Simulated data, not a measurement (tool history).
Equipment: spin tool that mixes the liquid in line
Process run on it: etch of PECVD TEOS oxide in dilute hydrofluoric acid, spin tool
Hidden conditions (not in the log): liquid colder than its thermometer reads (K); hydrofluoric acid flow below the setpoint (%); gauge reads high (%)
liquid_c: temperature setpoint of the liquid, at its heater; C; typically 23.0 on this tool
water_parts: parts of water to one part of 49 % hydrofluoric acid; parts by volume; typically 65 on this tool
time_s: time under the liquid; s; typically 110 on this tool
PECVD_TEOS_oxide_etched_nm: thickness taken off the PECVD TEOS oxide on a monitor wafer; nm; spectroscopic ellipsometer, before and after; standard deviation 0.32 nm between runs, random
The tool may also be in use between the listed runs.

run	hour	liquid_c	water_parts	time_s	wafers since the last listed run	hours since the thermometer was replaced	hours since the hydrofluoric acid flow meter was replaced	hours since the gauge calibration	read-back film thickness of the PECVD TEOS oxide reference wafer, read on the same gauge (nm)	PECVD_TEOS_oxide_etched_nm
1	0.0	24.5	65	110	0	2030.9	2096.5	1074.4	119.99	34.32
2	12.5	23.0	65	110	92	2043.4	2109.0	1086.9	120.02	32.41
3	37.8	23.0	65	110	186	2068.7	2134.3	1112.2	120.00	32.39
4	64.0	23.0	65	110	193	2094.9	2160.5	1138.4	119.99	32.15
5	86.3	23.0	65	110	164	2117.2	2182.8	1160.7	120.03	32.39
6	105.8	23.0	65	110	143	2136.7	2202.3	1180.2	120.00	32.28
7	125.5	23.0	65	110	145	2156.4	2222.0	1199.9	119.99	31.99
8	149.8	23.0	65	110	179	2180.7	2246.3	1224.2	119.98	32.39
9	167.3	23.0	65	110	128	2198.2	2263.8	1241.7	120.00	32.50
10	198.0	23.0	65	110	226	2228.9	2294.5	1272.4	120.05	31.76
# hour 221.9: gauge calibrated
11	273.5	23.0	65	110	556	2304.4	2370.0	51.6	120.01	32.46
12	291.0	23.0	65	110	128	2321.9	2387.5	69.1	120.01	31.92
13	323.2	23.0	85	110	237	2354.1	2419.7	101.3	120.01	23.53
14	358.9	23.0	65	110	263	2389.8	2455.4	137.0	119.97	32.18
15	380.9	23.0	65	110	162	2411.8	2477.4	159.0	120.04	31.52
16	413.2	24.5	50	75	237	2444.1	2509.7	191.3	119.96	29.73
17	481.8	21.5	85	170	505	2512.7	2578.3	259.9	120.02	34.30
18	498.6	21.5	40	110	123	2529.5	2595.1	276.7	120.00	48.73
19	521.0	25.5	65	135	165	2551.9	2617.5	299.1	119.95	42.41
# hour 523.7: hydrofluoric acid flow meter replaced
20	564.3	18.5	40	60	311	2595.2	40.6	342.4	119.96	26.26
21	599.2	20.5	55	60	257	2630.1	75.5	377.3	119.99	20.25
22	616.1	23.0	50	170	124	2647.0	92.4	394.2	120.00	71.21
23	631.6	21.0	90	65	114	2662.5	107.9	409.7	120.00	13.11
24	651.9	23.0	75	110	149	2682.8	128.2	430.0	120.01	29.96
25	665.2	21.0	65	60	97	2696.1	141.5	443.3	120.04	17.14
# hour 673.1: thermometer replaced
26	693.6	24.5	55	170	201	20.5	169.9	471.7	120.00	73.53
27	720.5	27.0	55	140	198	47.4	196.8	498.6	120.01	68.35
28	748.5	19.5	55	55	206	75.4	224.8	526.6	119.98	19.63
29	762.8	23.0	65	110	105	89.7	239.1	540.9	120.00	37.69
30	831.1	23.0	65	110	503	158.0	307.4	609.2	119.98	38.03
31	859.6	23.0	65	160	209	186.5	335.9	637.7	119.98	54.57
32	901.0	23.0	90	110	305	227.9	377.3	679.1	119.99	26.12
33	935.7	20.5	90	110	255	262.6	412.0	713.8	120.02	23.56

The tool's hidden state at each run:
gauge reads high (%): 0, the same for each run
H1: liquid colder than its thermometer reads (K)
H2: hydrofluoric acid flow below the setpoint (%)
run	H1	H2
1	1.9	8.19
2	1.91	8.24
3	1.93	8.34
4	1.95	8.44
5	1.97	8.53
6	1.99	8.6
7	2.01	8.68
8	2.03	8.77
9	2.04	8.84
10	2.07	8.96
11	2.13	9.25
12	2.14	9.32
13	2.17	9.44
14	2.2	9.58
15	2.22	9.67
16	2.25	9.79
17	2.31	10.1
18	2.32	10.1
19	2.34	10.2
20	2.38	0.232
21	2.4	0.367
22	2.42	0.432
23	2.43	0.492
24	2.45	0.57
25	2.46	0.622
26	0.0687	0.731
27	0.0914	0.835
28	0.115	0.944
29	0.127	0.999
30	0.185	1.26
31	0.209	1.37
32	0.244	1.53
33	0.273	1.67
